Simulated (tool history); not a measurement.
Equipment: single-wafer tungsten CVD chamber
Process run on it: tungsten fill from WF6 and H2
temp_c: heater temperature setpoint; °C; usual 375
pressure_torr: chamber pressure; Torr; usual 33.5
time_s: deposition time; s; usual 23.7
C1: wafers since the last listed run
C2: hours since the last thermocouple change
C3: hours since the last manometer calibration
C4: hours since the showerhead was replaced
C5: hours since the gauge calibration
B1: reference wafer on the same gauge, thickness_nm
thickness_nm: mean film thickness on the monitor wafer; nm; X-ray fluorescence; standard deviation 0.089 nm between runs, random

{"run": 1, "day": 0.0, "temp_c": 375, "pressure_torr": 33.5, "time_s": 23.7, "C1": 0, "C2": 793.5, "C3": 2503.5, "C4": 3510.9, "C5": 767.4, "B1": 40.102, "thickness_nm": 42.987}
{"run": 2, "day": 2.65, "temp_c": 375, "pressure_torr": 33.5, "time_s": 23.7, "C1": 1579, "C2": 857.1, "C3": 2567.1, "C4": 3574.5, "C5": 831, "B1": 40.106, "thickness_nm": 43.167}
{"run": 3, "day": 6.388, "temp_c": 375, "pressure_torr": 33.5, "time_s": 23.7, "C1": 2227, "C2": 946.8, "C3": 2656.8, "C4": 3664.2, "C5": 920.7, "B1": 40.083, "thickness_nm": 42.933}
{"run": 4, "day": 7.612, "temp_c": 375, "pressure_torr": 33.5, "time_s": 23.7, "C1": 730, "C2": 976.2, "C3": 2686.2, "C4": 3693.6, "C5": 950.1, "B1": 40.103, "thickness_nm": 42.747}
{"run": 5, "day": 8.646, "temp_c": 375, "pressure_torr": 33.5, "time_s": 23.7, "C1": 615, "C2": 1001, "C3": 2711, "C4": 3718.4, "C5": 974.9, "B1": 40.096, "thickness_nm": 42.807}
{"run": 6, "day": 10.825, "temp_c": 375, "pressure_torr": 33.5, "time_s": 23.7, "C1": 1298, "C2": 1053.3, "C3": 2763.3, "C4": 3770.7, "C5": 1027.2, "B1": 40.093, "thickness_nm": 42.767}
{"run": 7, "day": 13.125, "temp_c": 375, "pressure_torr": 33.5, "time_s": 23.7, "C1": 1370, "C2": 1108.5, "C3": 2818.5, "C4": 3825.9, "C5": 1082.4, "B1": 40.11, "thickness_nm": 42.726}
{"day": 14.812, "done": "capacitance manometer re-zeroed and calibrated"}
{"run": 8, "day": 14.862, "temp_c": 375, "pressure_torr": 33.5, "time_s": 23.7, "C1": 836, "C2": 1150.2, "C3": 1.2, "C4": 3867.6, "C5": 1124.1, "B1": 40.074, "thickness_nm": 43.756}
{"run": 9, "day": 16.546, "temp_c": 375, "pressure_torr": 33.5, "time_s": 23.7, "C1": 1003, "C2": 1190.6, "C3": 41.6, "C4": 3908, "C5": 1164.5, "B1": 40.097, "thickness_nm": 43.524}
{"day": 19.275, "done": "gauge calibrated"}
{"run": 10, "day": 19.296, "temp_c": 375, "pressure_torr": 33.5, "time_s": 23.7, "C1": 1638, "C2": 1256.6, "C3": 107.6, "C4": 3974, "C5": 0.5, "B1": 40.102, "thickness_nm": 43.712}
{"run": 11, "day": 20.642, "temp_c": 375, "pressure_torr": 33.5, "time_s": 23.7, "C1": 802, "C2": 1288.9, "C3": 139.9, "C4": 4006.3, "C5": 32.8, "B1": 40.117, "thickness_nm": 43.7}
{"run": 12, "day": 21.817, "temp_c": 375, "pressure_torr": 33.5, "time_s": 22.6, "C1": 700, "C2": 1317.1, "C3": 168.1, "C4": 4034.5, "C5": 61, "B1": 40.111, "thickness_nm": 41.732}
{"run": 13, "day": 23.212, "temp_c": 375, "pressure_torr": 33.5, "time_s": 23.7, "C1": 831, "C2": 1350.6, "C3": 201.6, "C4": 4068, "C5": 94.5, "B1": 40.117, "thickness_nm": 43.801}
{"run": 14, "day": 24.604, "temp_c": 375, "pressure_torr": 33.5, "time_s": 23.7, "C1": 829, "C2": 1384, "C3": 235, "C4": 4101.4, "C5": 127.9, "B1": 40.11, "thickness_nm": 43.651}
{"run": 15, "day": 27.508, "temp_c": 388, "pressure_torr": 39.4, "time_s": 22.1, "C1": 1730, "C2": 1453.7, "C3": 304.7, "C4": 4171.1, "C5": 197.6, "B1": 40.108, "thickness_nm": 55.632}
{"run": 16, "day": 29.033, "temp_c": 385, "pressure_torr": 33.5, "time_s": 23.7, "C1": 908, "C2": 1490.3, "C3": 341.3, "C4": 4207.7, "C5": 234.2, "B1": 40.092, "thickness_nm": 53.131}
{"run": 17, "day": 30.758, "temp_c": 375, "pressure_torr": 28.9, "time_s": 21.8, "C1": 1027, "C2": 1531.7, "C3": 382.7, "C4": 4249.1, "C5": 275.6, "B1": 40.113, "thickness_nm": 38.313}
{"run": 18, "day": 32.838, "temp_c": 382, "pressure_torr": 37, "time_s": 23.7, "C1": 1239, "C2": 1581.6, "C3": 432.6, "C4": 4299, "C5": 325.5, "B1": 40.078, "thickness_nm": 51.878}
{"run": 19, "day": 34.25, "temp_c": 381, "pressure_torr": 33.5, "time_s": 26.7, "C1": 841, "C2": 1615.5, "C3": 466.5, "C4": 4332.9, "C5": 359.4, "B1": 40.109, "thickness_nm": 55.474}
{"run": 20, "day": 35.404, "temp_c": 368, "pressure_torr": 30.9, "time_s": 23.7, "C1": 687, "C2": 1643.2, "C3": 494.2, "C4": 4360.6, "C5": 387.1, "B1": 40.111, "thickness_nm": 36.896}
{"run": 21, "day": 37.2, "temp_c": 367, "pressure_torr": 35.9, "time_s": 27.2, "C1": 1070, "C2": 1686.3, "C3": 537.3, "C4": 4403.7, "C5": 430.2, "B1": 40.114, "thickness_nm": 43.459}
{"day": 38.138, "done": "showerhead replaced"}
{"run": 22, "day": 39.779, "temp_c": 364, "pressure_torr": 27, "time_s": 25.9, "C1": 1338, "C2": 1748.2, "C3": 599.2, "C4": 39.4, "C5": 492.1, "B1": 40.126, "thickness_nm": 35.512}
{"day": 42.038, "done": "thermocouple changed; heater temperature recalibrated"}
{"run": 23, "day": 42.125, "temp_c": 375, "pressure_torr": 26.8, "time_s": 23.7, "C1": 1199, "C2": 2.1, "C3": 655.5, "C4": 95.7, "C5": 548.4, "B1": 40.111, "thickness_nm": 40.716}
{"run": 24, "day": 45.096, "temp_c": 375, "pressure_torr": 31.4, "time_s": 23.7, "C1": 1770, "C2": 73.4, "C3": 726.8, "C4": 167, "C5": 619.7, "B1": 40.104, "thickness_nm": 42.679}
{"run": 25, "day": 47.092, "temp_c": 375, "pressure_torr": 33.5, "time_s": 23.7, "C1": 1189, "C2": 121.3, "C3": 774.7, "C4": 214.9, "C5": 667.6, "B1": 40.143, "thickness_nm": 43.546}
{"run": 26, "day": 48.896, "temp_c": 375, "pressure_torr": 33.5, "time_s": 23.7, "C1": 1075, "C2": 164.6, "C3": 818, "C4": 258.2, "C5": 710.9, "B1": 40.082, "thickness_nm": 43.704}
{"run": 27, "day": 51.075, "temp_c": 387, "pressure_torr": 40, "time_s": 25.9, "C1": 1298, "C2": 216.9, "C3": 870.3, "C4": 310.5, "C5": 763.2, "B1": 40.11, "thickness_nm": 63.894}
{"run": 28, "day": 53.812, "temp_c": 375, "pressure_torr": 33.5, "time_s": 28.2, "C1": 1631, "C2": 282.6, "C3": 936, "C4": 376.2, "C5": 828.9, "B1": 40.087, "thickness_nm": 52.058}
{"run": 29, "day": 55.058, "temp_c": 375, "pressure_torr": 26.3, "time_s": 28.3, "C1": 742, "C2": 312.5, "C3": 965.9, "C4": 406.1, "C5": 858.8, "B1": 40.115, "thickness_nm": 48.096}
{"run": 30, "day": 58.008, "temp_c": 375, "pressure_torr": 28.6, "time_s": 23.7, "C1": 1758, "C2": 383.3, "C3": 1036.7, "C4": 476.9, "C5": 929.6, "B1": 40.119, "thickness_nm": 41.374}
{"run": 31, "day": 60.246, "temp_c": 375, "pressure_torr": 33.5, "time_s": 23.7, "C1": 1333, "C2": 437, "C3": 1090.4, "C4": 530.6, "C5": 983.3, "B1": 40.107, "thickness_nm": 43.309}
{"run": 32, "day": 61.4, "temp_c": 375, "pressure_torr": 33.5, "time_s": 23.7, "C1": 687, "C2": 464.7, "C3": 1118.1, "C4": 558.3, "C5": 1011, "B1": 40.124, "thickness_nm": 43.623}
{"run": 33, "day": 62.979, "temp_c": 375, "pressure_torr": 28, "time_s": 26.1, "C1": 941, "C2": 502.6, "C3": 1156, "C4": 596.2, "C5": 1048.9, "B1": 40.141, "thickness_nm": 45.231}
{"day": 64.05, "done": "gauge calibrated"}
{"run": 34, "day": 64.788, "temp_c": 375, "pressure_torr": 31.3, "time_s": 27, "C1": 1077, "C2": 546, "C3": 1199.4, "C4": 639.6, "C5": 17.7, "B1": 40.079, "thickness_nm": 48.38}

What if the next run were any one of these 4? Each begins from the tool's condition after run 34:
{"run": "A", "day": 64.804, "temp_c": 375, "pressure_torr": 33.5, "time_s": 23.7, "C1": 9, "C2": 546.4, "C3": 1199.8, "C4": 640, "C5": 18.1, "B1": "?", "thickness_nm": "?"}
{"run": "B", "day": 64.804, "temp_c": 368, "pressure_torr": 36.8, "time_s": 20.6, "C1": 9, "C2": 546.4, "C3": 1199.8, "C4": 640, "C5": 18.1, "B1": "?", "thickness_nm": "?"}
{"run": "C", "day": 64.804, "temp_c": 368, "pressure_torr": 27.6, "time_s": 26.1, "C1": 9, "C2": 546.4, "C3": 1199.8, "C4": 640, "C5": 18.1, "B1": "?", "thickness_nm": "?"}
{"run": "D", "day": 64.804, "temp_c": 380, "pressure_torr": 27.4, "time_s": 20.8, "C1": 9, "C2": 546.4, "C3": 1199.8, "C4": 640, "C5": 18.1, "B1": "?", "thickness_nm": "?"}

run=A B1=40.09 thickness_nm=43.518
run=B B1=40.09 thickness_nm=33.772
run=C B1=40.09 thickness_nm=39.022
run=D B1=40.09 thickness_nm=39.59
With the hidden condition removed and each run's random variation left untouched, the same runs would have given:
run=A thickness_nm=43.736
run=B thickness_nm=33.941
run=C thickness_nm=39.219
run=D thickness_nm=39.79
